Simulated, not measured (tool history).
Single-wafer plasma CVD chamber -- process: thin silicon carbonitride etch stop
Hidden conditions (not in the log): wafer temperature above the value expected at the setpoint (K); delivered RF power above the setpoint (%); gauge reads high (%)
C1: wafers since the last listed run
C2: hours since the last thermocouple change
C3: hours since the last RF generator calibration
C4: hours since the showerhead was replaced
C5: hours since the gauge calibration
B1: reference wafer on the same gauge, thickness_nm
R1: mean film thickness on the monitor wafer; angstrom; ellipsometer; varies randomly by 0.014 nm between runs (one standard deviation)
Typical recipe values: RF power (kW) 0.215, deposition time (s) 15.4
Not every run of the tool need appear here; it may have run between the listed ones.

Run 1, hour 0: usual settings but RF power (kW) 0.235; C1 0; C2 1034.8; C3 938; C4 6439; C5 93.1; B1 9.474. Result: R1 91.54 angstrom.
Run 2, hour 7.5: usual settings; C1 232; C2 1042.3; C3 945.5; C4 6446.5; C5 100.6; B1 9.474. Result: R1 90.22 angstrom.
Run 3, hour 14.2: usual settings; C1 207; C2 1049; C3 952.2; C4 6453.2; C5 107.3; B1 9.483. Result: R1 90.5 angstrom.
At hour 24.3: gauge calibrated.
Run 4, hour 44.7: usual settings but RF power (kW) 0.235, deposition time (s) 13.4; C1 944; C2 1079.5; C3 982.7; C4 6483.7; C5 20.4; B1 9.478. Result: R1 79.67 angstrom.
Run 5, hour 59.5: usual settings; C1 458; C2 1094.3; C3 997.5; C4 6498.5; C5 35.2; B1 9.479. Result: R1 89.93 angstrom.
Run 6, hour 68.2: usual settings; C1 269; C2 1103; C3 1006.2; C4 6507.2; C5 43.9; B1 9.478. Result: R1 90.22 angstrom.
Run 7, hour 77.6: usual settings; C1 291; C2 1112.4; C3 1015.6; C4 6516.6; C5 53.3; B1 9.478. Result: R1 90.12 angstrom.
Run 8, hour 83.9: usual settings; C1 195; C2 1118.7; C3 1021.9; C4 6522.9; C5 59.6; B1 9.486. Result: R1 90.33 angstrom.
Run 9, hour 98.8: usual settings; C1 461; C2 1133.6; C3 1036.8; C4 6537.8; C5 74.5; B1 9.484. Result: R1 90.21 angstrom.
At hour 112.9: RF generator calibrated.
Run 10, hour 113.4: usual settings but RF power (kW) 0.24, deposition time (s) 14.1; C1 204; C2 1148.2; C3 0.5; C4 6552.4; C5 89.1; B1 9.481. Result: R1 83.95 angstrom.
At hour 123.9: thermocouple changed; heater temperature recalibrated.
Run 11, hour 128.6: usual settings but RF power (kW) 0.245, deposition time (s) 17.7; C1 223; C2 4.7; C3 15.7; C4 6567.6; C5 104.3; B1 9.478. Result: R1 105.99 angstrom.
Run 12, hour 135.9: usual settings but RF power (kW) 0.2, deposition time (s) 18.5; C1 226; C2 12; C3 23; C4 6574.9; C5 111.6; B1 9.479. Result: R1 107.06 angstrom.
At hour 143.4: gauge calibrated.
At hour 152.4: showerhead replaced.
Run 13, hour 152.9: usual settings; C1 278; C2 29; C3 40; C4 0.5; C5 9.5; B1 9.477. Result: R1 90.16 angstrom.
Run 14, hour 156.3: usual settings but RF power (kW) 0.185, deposition time (s) 13.1; C1 105; C2 32.4; C3 43.4; C4 3.9; C5 12.9; B1 9.476. Result: R1 75.18 angstrom.
Run 15, hour 165.6: usual settings but RF power (kW) 0.2, deposition time (s) 17.3; C1 288; C2 41.7; C3 52.7; C4 13.2; C5 22.2; B1 9.485. Result: R1 99.92 angstrom.
Run 16, hour 180.1: usual settings but RF power (kW) 0.195, deposition time (s) 12.8; C1 449; C2 56.2; C3 67.2; C4 27.7; C5 36.7; B1 9.475. Result: R1 73.8 angstrom.
Run 17, hour 192.5: usual settings but RF power (kW) 0.24, deposition time (s) 16.9; C1 384; C2 68.6; C3 79.6; C4 40.1; C5 49.1; B1 9.479. Result: R1 100.68 angstrom.

Hidden state at the last listed run before each entry between runs and at the first one after, where it differs:
Run 3 -> run 4: gauge calibrated (hour 24.3)
  the hidden state is the same at both runs
Run 9 -> run 10: RF generator calibrated (hour 112.9)
  the hidden state is the same at both runs
Run 10 -> run 11: thermocouple changed; heater temperature recalibrated (hour 123.9)
  the hidden state is the same at both runs
Run 12 -> run 13: gauge calibrated (hour 143.4); showerhead replaced (hour 152.4)
  the hidden state is the same at both runs
